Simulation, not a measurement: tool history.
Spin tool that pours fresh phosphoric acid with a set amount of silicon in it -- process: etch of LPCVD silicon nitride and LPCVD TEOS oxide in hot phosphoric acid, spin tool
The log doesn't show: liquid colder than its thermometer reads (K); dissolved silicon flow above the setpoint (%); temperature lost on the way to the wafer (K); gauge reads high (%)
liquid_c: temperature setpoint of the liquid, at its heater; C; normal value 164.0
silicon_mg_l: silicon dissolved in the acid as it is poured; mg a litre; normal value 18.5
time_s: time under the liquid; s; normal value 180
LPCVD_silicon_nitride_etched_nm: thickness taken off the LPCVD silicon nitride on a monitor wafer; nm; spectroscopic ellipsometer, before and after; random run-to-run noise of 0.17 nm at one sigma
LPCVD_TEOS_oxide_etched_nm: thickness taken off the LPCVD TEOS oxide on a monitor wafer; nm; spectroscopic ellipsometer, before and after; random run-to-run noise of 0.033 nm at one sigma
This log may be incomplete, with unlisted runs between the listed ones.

run	hour	liquid_c	silicon_mg_l	time_s	wafers since the last listed run	hours since the thermometer was replaced	hours since the dissolved silicon flow meter was replaced	hours since the heated supply line was repaired	hours since the gauge calibration	read-back film thickness of the LPCVD silicon nitride reference wafer, read on the same gauge (nm)	read-back film thickness of the LPCVD TEOS oxide reference wafer, read on the same gauge (nm)	LPCVD_silicon_nitride_etched_nm	LPCVD_TEOS_oxide_etched_nm
1	0.0	164.0	18.5	255	0	1638.0	998.4	1828.2	785.9	30.00	50.015	26.27	0.718
2	58.3	166.5	18.5	180	383	1696.3	1056.7	1886.5	844.2	30.01	49.984	20.36	0.663
3	124.3	166.5	18.5	180	434	1762.3	1122.7	1952.5	910.2	30.00	49.986	19.93	0.608
4	175.9	166.5	18.5	180	339	1813.9	1174.3	2004.1	961.8	30.00	50.007	19.91	0.592
5	232.1	164.0	13.0	180	369	1870.1	1230.5	2060.3	1018.0	30.01	49.992	18.40	0.681
# hour 265.9: thermometer replaced
6	371.0	164.0	13.0	180	906	105.1	1369.4	2199.2	1156.9	30.02	50.058	18.60	0.573
7	397.9	164.0	13.0	180	176	132.0	1396.3	2226.1	1183.8	30.01	49.996	18.48	0.598
# hour 413.9: dissolved silicon flow meter replaced
8	423.9	164.0	18.5	180	164	158.0	10.0	2252.1	1209.8	30.00	49.942	18.46	0.542
9	450.4	162.5	18.5	180	174	184.5	36.5	2278.6	1236.3	29.98	49.985	17.41	0.477
10	474.6	164.0	18.5	180	159	208.7	60.7	2302.8	1260.5	30.03	49.977	18.33	0.530
11	507.0	163.0	18.5	135	213	241.1	93.1	2335.2	1292.9	30.01	50.035	13.32	0.357
# hour 508.8: heated supply line repaired
12	536.3	164.0	18.5	180	186	270.4	122.4	27.5	1322.2	29.94	49.998	16.89	0.441
13	579.5	164.0	18.5	180	284	313.6	165.6	70.7	1365.4	30.01	49.975	17.08	0.481
14	626.6	165.5	7.0	140	309	360.7	212.7	117.8	1412.5	29.97	49.983	13.88	0.531
15	657.6	166.5	27.0	180	203	391.7	243.7	148.8	1443.5	29.96	49.962	18.47	0.405
16	708.3	164.0	18.5	100	333	442.4	294.4	199.5	1494.2	29.99	50.045	9.44	0.230
# hour 755.2: gauge calibrated
17	776.7	162.5	25.0	180	449	510.8	362.8	267.9	21.5	29.98	49.996	16.07	0.301
# hour 821.2: heated supply line repaired, repeated, since the last time left the tool worse
18	839.4	166.0	18.5	245	405	573.5	425.5	18.2	84.2	29.98	49.988	28.47	0.950
19	871.8	164.0	18.5	180	213	605.9	457.9	50.6	116.6	29.97	49.989	20.03	0.628

Run 20, settings as shown, results not yet in. Your forecast:
20	914.9	164.0	14.0	180	283	649.0	501.0	93.7	159.7	?	?	?	?

read-back film thickness of the LPCVD silicon nitride reference wafer, read on the same gauge (nm): 29.99
read-back film thickness of the LPCVD TEOS oxide reference wafer, read on the same gauge (nm): 50.005
LPCVD_silicon_nitride_etched_nm: 19.79 nm
LPCVD_TEOS_oxide_etched_nm: 0.689 nm
Had the tool carried no hidden state, the very same run would have given LPCVD_silicon_nitride_etched_nm 20.02 nm, LPCVD_TEOS_oxide_etched_nm 0.706 nm.

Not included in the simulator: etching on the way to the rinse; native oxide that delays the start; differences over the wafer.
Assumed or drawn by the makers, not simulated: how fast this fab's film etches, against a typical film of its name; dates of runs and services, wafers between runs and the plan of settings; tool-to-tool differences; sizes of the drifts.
